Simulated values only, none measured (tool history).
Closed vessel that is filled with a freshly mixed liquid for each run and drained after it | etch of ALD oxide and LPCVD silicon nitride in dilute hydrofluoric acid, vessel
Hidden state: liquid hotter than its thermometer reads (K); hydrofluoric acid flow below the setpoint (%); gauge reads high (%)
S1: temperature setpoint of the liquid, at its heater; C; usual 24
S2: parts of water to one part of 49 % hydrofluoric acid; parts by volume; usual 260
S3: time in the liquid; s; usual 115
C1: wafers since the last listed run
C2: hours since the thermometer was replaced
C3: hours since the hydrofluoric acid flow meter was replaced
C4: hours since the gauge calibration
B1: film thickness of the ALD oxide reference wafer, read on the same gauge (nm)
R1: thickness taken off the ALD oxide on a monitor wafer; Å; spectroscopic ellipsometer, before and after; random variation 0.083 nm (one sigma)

{"run": 1, "hour": 0.0, "S1": 24, "S2": 260, "S3": 115, "C1": 0, "C2": 2609.1, "C3": 551.6, "C4": 129.4, "B1": 99.97, "R1": 91.8}
{"run": 2, "hour": 9.8, "S1": 24, "S2": 260, "S3": 115, "C1": 1265, "C2": 2618.9, "C3": 561.4, "C4": 139.2, "B1": 100.01, "R1": 93}
{"run": 3, "hour": 20.4, "S1": 24, "S2": 260, "S3": 115, "C1": 1369, "C2": 2629.5, "C3": 572, "C4": 149.8, "B1": 99.97, "R1": 92.6}
{"run": 4, "hour": 27.8, "S1": 24, "S2": 260, "S3": 115, "C1": 955, "C2": 2636.9, "C3": 579.4, "C4": 157.2, "B1": 100.03, "R1": 92.6}
{"run": 5, "hour": 40.0, "S1": 24, "S2": 260, "S3": 115, "C1": 1575, "C2": 2649.1, "C3": 591.6, "C4": 169.4, "B1": 99.98, "R1": 93.1}
{"run": 6, "hour": 53.1, "S1": 24, "S2": 215, "S3": 145, "C1": 1691, "C2": 2662.2, "C3": 604.7, "C4": 182.5, "B1": 99.95, "R1": 147}
{"run": 7, "hour": 74.3, "S1": 24, "S2": 215, "S3": 145, "C1": 2738, "C2": 2683.4, "C3": 625.9, "C4": 203.7, "B1": 100.01, "R1": 147}
{"run": 8, "hour": 80.5, "S1": 24, "S2": 260, "S3": 115, "C1": 800, "C2": 2689.6, "C3": 632.1, "C4": 209.9, "B1": 99.99, "R1": 90.5}
{"hour": 88.4, "done": "gauge calibrated"}
{"hour": 89.2, "done": "hydrofluoric acid flow meter replaced"}
{"run": 9, "hour": 91.6, "S1": 24, "S2": 260, "S3": 170, "C1": 1304, "C2": 2700.7, "C3": 2.4, "C4": 3.2, "B1": 100.02, "R1": 122.9}
{"run": 10, "hour": 102.9, "S1": 21.5, "S2": 335, "S3": 80, "C1": 1459, "C2": 2712, "C3": 13.7, "C4": 14.5, "B1": 99.98, "R1": 37.4}
{"run": 11, "hour": 114.5, "S1": 21, "S2": 370, "S3": 135, "C1": 1498, "C2": 2723.6, "C3": 25.3, "C4": 26.1, "B1": 100.03, "R1": 54.3}
{"hour": 133.3, "done": "thermometer replaced"}
{"hour": 139.8, "done": "hydrofluoric acid flow meter replaced, repeated, since the last time left the tool worse"}
{"run": 12, "hour": 148.4, "S1": 28, "S2": 365, "S3": 55, "C1": 4120, "C2": 15.1, "C3": 8.6, "C4": 60, "B1": 100.03, "R1": 34.9}
{"run": 13, "hour": 159.8, "S1": 24, "S2": 260, "S3": 115, "C1": 1472, "C2": 26.5, "C3": 20, "C4": 71.4, "B1": 100, "R1": 99.8}
{"run": 14, "hour": 166.8, "S1": 24, "S2": 260, "S3": 45, "C1": 904, "C2": 33.5, "C3": 27, "C4": 78.4, "B1": 100, "R1": 38.5}
{"run": 15, "hour": 180.7, "S1": 24, "S2": 175, "S3": 115, "C1": 1795, "C2": 47.4, "C3": 40.9, "C4": 92.3, "B1": 100.02, "R1": 163.4}
{"run": 16, "hour": 198.7, "S1": 24, "S2": 260, "S3": 115, "C1": 2324, "C2": 65.4, "C3": 58.9, "C4": 110.3, "B1": 100.01, "R1": 100}
{"run": 17, "hour": 212.3, "S1": 24, "S2": 260, "S3": 115, "C1": 1756, "C2": 79, "C3": 72.5, "C4": 123.9, "B1": 100.02, "R1": 99.2}

Hidden state or all else? Some run-to-run changes of R1, split into what the settings, what came in and random variation would give without the hidden state, and what is left for the hidden state (with any gauge scatter that isn't in both results):
Run 9 -> 10: S1 24 -> 21.5, S2 260 -> 335, S3 170 -> 80. R1 -85.5 Å: hidden state +19.4, all else -104.9.
Run 14 -> 15: S2 260 -> 175, S3 45 -> 115. R1 +124.9 Å: hidden state -1, all else +125.9.
